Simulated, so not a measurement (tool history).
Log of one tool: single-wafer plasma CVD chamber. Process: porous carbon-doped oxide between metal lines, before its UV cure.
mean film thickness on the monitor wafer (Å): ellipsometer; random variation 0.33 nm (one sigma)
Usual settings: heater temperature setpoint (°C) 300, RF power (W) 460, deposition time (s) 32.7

run,hour,heater temperature setpoint (°C),RF power (W),deposition time (s),wafers since the last listed run,hours since the last thermocouple change,hours since the last RF generator calibration,hours since the showerhead was replaced,hours since the gauge calibration,"read-back reference wafer on the same gauge, thickness_nm",mean film thickness on the monitor wafer (Å)
1,0,300,460,32.7,0,1651.2,304.6,3700.1,331.7,159.971,1626.37
2,56.3,300,460,32.7,1424,1707.5,360.9,3756.4,388,159.975,1618.56
3,95.4,300,460,32.7,989,1746.6,400,3795.5,427.1,160.055,1613.91
4,151,292,460,32.7,1406,1802.2,455.6,3851.1,482.7,160.026,1702.95
5,197.6,292,460,32.7,1178,1848.8,502.2,3897.7,529.3,159.994,1702.95
6,263.1,292,460,32.7,1657,1914.3,567.7,3963.2,594.8,159.977,1695.91
7,298.7,300,460,32.7,900,1949.9,603.3,3998.8,630.4,159.875,1613.05
8,323.3,300,460,32.7,622,1974.5,627.9,4023.4,655,159.939,1611.02
9,357.9,300,460,32.7,875,2009.1,662.5,4058,689.6,160.038,1609.71
10,418.4,300,460,32.7,1530,2069.6,723,4118.5,750.1,159.9,1609.18
# hour 440.9: showerhead replaced
11,474.2,300,460,32.7,1209,2125.4,778.8,33.3,805.9,160.068,1614.98

Forecast run 12:
12,498.4,285,425,36.4,612,2149.6,803,57.5,830.1,?,?

{"run 12": {"read-back reference wafer on the same gauge, thickness_nm": 159.951, "mean film thickness on the monitor wafer (Å)": 1894.36}}
Without the tool's hidden state the same run would have given mean film thickness on the monitor wafer (Å) 1936.66.
